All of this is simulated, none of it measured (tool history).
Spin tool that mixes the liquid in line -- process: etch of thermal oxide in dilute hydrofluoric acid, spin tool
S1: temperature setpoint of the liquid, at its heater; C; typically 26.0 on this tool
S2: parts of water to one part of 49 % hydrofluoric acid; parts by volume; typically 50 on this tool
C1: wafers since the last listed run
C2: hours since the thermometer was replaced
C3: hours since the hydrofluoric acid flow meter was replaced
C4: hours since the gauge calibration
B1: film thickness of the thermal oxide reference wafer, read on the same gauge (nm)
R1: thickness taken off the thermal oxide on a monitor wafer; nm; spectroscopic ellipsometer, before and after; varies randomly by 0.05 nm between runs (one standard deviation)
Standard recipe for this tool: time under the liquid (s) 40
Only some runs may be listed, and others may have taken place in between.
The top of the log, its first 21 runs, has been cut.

{"run": 22, "hour": 266.5, "S1": 27.5, "S2": 50, "time under the liquid (s)": 55, "C1": 180, "C2": 2072.3, "C3": 679.0, "C4": 303.3, "B1": 150.019, "R1": 6.272}
{"run": 23, "hour": 274.4, "S1": 26.0, "S2": 50, "time under the liquid (s)": 40, "C1": 125, "C2": 2080.2, "C3": 686.9, "C4": 311.2, "B1": 150.011, "R1": 4.352}
{"hour": 277.0, "done": "thermometer replaced"}
{"hour": 285.4, "done": "gauge calibrated"}
{"run": 24, "hour": 290.8, "S1": 26.0, "S2": 50, "time under the liquid (s)": 40, "C1": 243, "C2": 13.8, "C3": 703.3, "C4": 5.4, "B1": 150.013, "R1": 4.312}
{"run": 25, "hour": 303.4, "S1": 23.0, "S2": 50, "time under the liquid (s)": 40, "C1": 199, "C2": 26.4, "C3": 715.9, "C4": 18.0, "B1": 149.996, "R1": 3.795}
{"hour": 312.6, "done": "hydrofluoric acid flow meter replaced"}
{"run": 26, "hour": 318.7, "S1": 26.0, "S2": 50, "time under the liquid (s)": 40, "C1": 226, "C2": 41.7, "C3": 6.1, "C4": 33.3, "B1": 150.009, "R1": 4.864}
{"run": 27, "hour": 333.4, "S1": 29.5, "S2": 25, "time under the liquid (s)": 60, "C1": 232, "C2": 56.4, "C3": 20.8, "C4": 48.0, "B1": 149.971, "R1": 17.723}
{"run": 28, "hour": 341.3, "S1": 30.5, "S2": 50, "time under the liquid (s)": 15, "C1": 125, "C2": 64.3, "C3": 28.7, "C4": 55.9, "B1": 149.972, "R1": 2.174}
{"run": 29, "hour": 354.7, "S1": 27.5, "S2": 70, "time under the liquid (s)": 65, "C1": 212, "C2": 77.7, "C3": 42.1, "C4": 69.3, "B1": 149.987, "R1": 5.729}

The next listed run, before its measurement:
{"run": 30, "hour": 370.4, "S1": 23.5, "S2": 50, "time under the liquid (s)": 40, "C1": 248, "C2": 93.4, "C3": 57.8, "C4": 85.0, "B1": "?", "R1": "?"}

For run 30 the tool returned B1 149.998, R1 4.400 nm.
With no hidden state in the tool, this same run would have given R1 4.553 nm.
